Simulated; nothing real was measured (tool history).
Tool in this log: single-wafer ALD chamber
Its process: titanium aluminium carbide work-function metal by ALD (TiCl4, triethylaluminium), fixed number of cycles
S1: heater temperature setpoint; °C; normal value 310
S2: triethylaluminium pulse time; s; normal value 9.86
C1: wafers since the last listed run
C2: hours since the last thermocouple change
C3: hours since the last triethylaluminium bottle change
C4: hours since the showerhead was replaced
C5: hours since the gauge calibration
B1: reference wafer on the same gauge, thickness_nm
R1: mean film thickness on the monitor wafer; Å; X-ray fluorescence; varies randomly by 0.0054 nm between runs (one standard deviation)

run 1 hour=0 | S1=310 S2=9.86 | C1=0 C2=2857.3 C3=1361.2 C4=2683.4 C5=54.3 | B1=2.46 | R1=20.86
run 2 hour=6.6 | S1=310 S2=9.86 | C1=61 C2=2863.9 C3=1367.8 C4=2690 C5=60.9 | B1=2.46 | R1=20.85
run 3 hour=55.8 | S1=310 S2=9.86 | C1=459 C2=2913.1 C3=1417 C4=2739.2 C5=110.1 | B1=2.46 | R1=20.76
run 4 hour=63.2 | S1=310 S2=9.86 | C1=69 C2=2920.5 C3=1424.4 C4=2746.6 C5=117.5 | B1=2.459 | R1=20.89
run 5 hour=80.3 | S1=310 S2=9.86 | C1=159 C2=2937.6 C3=1441.5 C4=2763.7 C5=134.6 | B1=2.459 | R1=20.84
run 6 hour=105.9 | S1=310 S2=9.86 | C1=239 C2=2963.2 C3=1467.1 C4=2789.3 C5=160.2 | B1=2.461 | R1=20.79
run 7 hour=113.9 | S1=310 S2=9.86 | C1=74 C2=2971.2 C3=1475.1 C4=2797.3 C5=168.2 | B1=2.461 | R1=20.79
run 8 hour=122.7 | S1=310 S2=8.34 | C1=82 C2=2980 C3=1483.9 C4=2806.1 C5=177 | B1=2.459 | R1=20.3
-- hour=127.3 gauge calibrated
run 9 hour=132 | S1=310 S2=8.34 | C1=86 C2=2989.3 C3=1493.2 C4=2815.4 C5=4.7 | B1=2.461 | R1=20.31
-- hour=159.3 triethylaluminium bottle replaced
run 10 hour=163.2 | S1=310 S2=9.86 | C1=216 C2=3020.5 C3=3.9 C4=2846.6 C5=35.9 | B1=2.461 | R1=21.61
-- hour=172.4 thermocouple changed; heater temperature recalibrated
run 11 hour=178.6 | S1=310 S2=9.86 | C1=69 C2=6.2 C3=19.3 C4=2862 C5=51.3 | B1=2.459 | R1=21.52
run 12 hour=186.2 | S1=310 S2=9.86 | C1=70 C2=13.8 C3=26.9 C4=2869.6 C5=58.9 | B1=2.459 | R1=21.55
run 13 hour=193.7 | S1=298 S2=9.86 | C1=70 C2=21.3 C3=34.4 C4=2877.1 C5=66.4 | B1=2.46 | R1=20.52
run 14 hour=200.1 | S1=321 S2=6.29 | C1=59 C2=27.7 C3=40.8 C4=2883.5 C5=72.8 | B1=2.459 | R1=21.85
-- hour=211.1 showerhead replaced
run 15 hour=211.6 | S1=298 S2=11.77 | C1=32 C2=39.2 C3=52.3 C4=0.5 C5=84.3 | B1=2.461 | R1=20.62
run 16 hour=216.4 | S1=323 S2=9.86 | C1=44 C2=44 C3=57.1 C4=5.3 C5=89.1 | B1=2.46 | R1=22.88
run 17 hour=228.5 | S1=310 S2=12.51 | C1=112 C2=56.1 C3=69.2 C4=17.4 C5=101.2 | B1=2.461 | R1=21.95
run 18 hour=240.9 | S1=310 S2=9.86 | C1=115 C2=68.5 C3=81.6 C4=29.8 C5=113.6 | B1=2.459 | R1=21.57
run 19 hour=247.8 | S1=298 S2=10.87 | C1=64 C2=75.4 C3=88.5 C4=36.7 C5=120.5 | B1=2.46 | R1=20.67
run 20 hour=254 | S1=315 S2=11.31 | C1=57 C2=81.6 C3=94.7 C4=42.9 C5=126.7 | B1=2.459 | R1=22.29
run 21 hour=290.1 | S1=303 S2=10.98 | C1=337 C2=117.7 C3=130.8 C4=79 C5=162.8 | B1=2.459 | R1=21.15
-- hour=290.9 gauge calibrated
run 22 hour=298.5 | S1=310 S2=9.86 | C1=78 C2=126.1 C3=139.2 C4=87.4 C5=7.6 | B1=2.46 | R1=21.55
run 23 hour=310.6 | S1=300 S2=8.27 | C1=112 C2=138.2 C3=151.3 C4=99.5 C5=19.7 | B1=2.461 | R1=20.25
run 24 hour=318.9 | S1=304 S2=11.82 | C1=77 C2=146.5 C3=159.6 C4=107.8 C5=28 | B1=2.46 | R1=21.32

Subtracting, for every run, the result it would have given without the tool's unlogged condition from the measured result gives the following. The same run-to-run variation enters both numbers; the gauge's scatter may not:
What the log doesn't record here: wafer temperature above the value expected at the setpoint (K); triethylaluminium dose above that of a fresh bottle (%); gauge reads high (%).
run=1 R1=-0.79
run=2 R1=-0.8
run=3 R1=-0.84
run=4 R1=-0.84
run=5 R1=-0.86
run=6 R1=-0.87
run=7 R1=-0.88
run=8 R1=-1.07
run=9 R1=-1.08
run=10 R1=-0.04
run=11 R1=-0.04
run=12 R1=-0.04
run=13 R1=-0.05
run=14 R1=-0.08
run=15 R1=-0.04
run=16 R1=-0.06
run=17 R1=-0.04
run=18 R1=-0.07
run=19 R1=-0.05
run=20 R1=-0.05
run=21 R1=-0.07
run=22 R1=-0.09
run=23 R1=-0.11
run=24 R1=-0.07

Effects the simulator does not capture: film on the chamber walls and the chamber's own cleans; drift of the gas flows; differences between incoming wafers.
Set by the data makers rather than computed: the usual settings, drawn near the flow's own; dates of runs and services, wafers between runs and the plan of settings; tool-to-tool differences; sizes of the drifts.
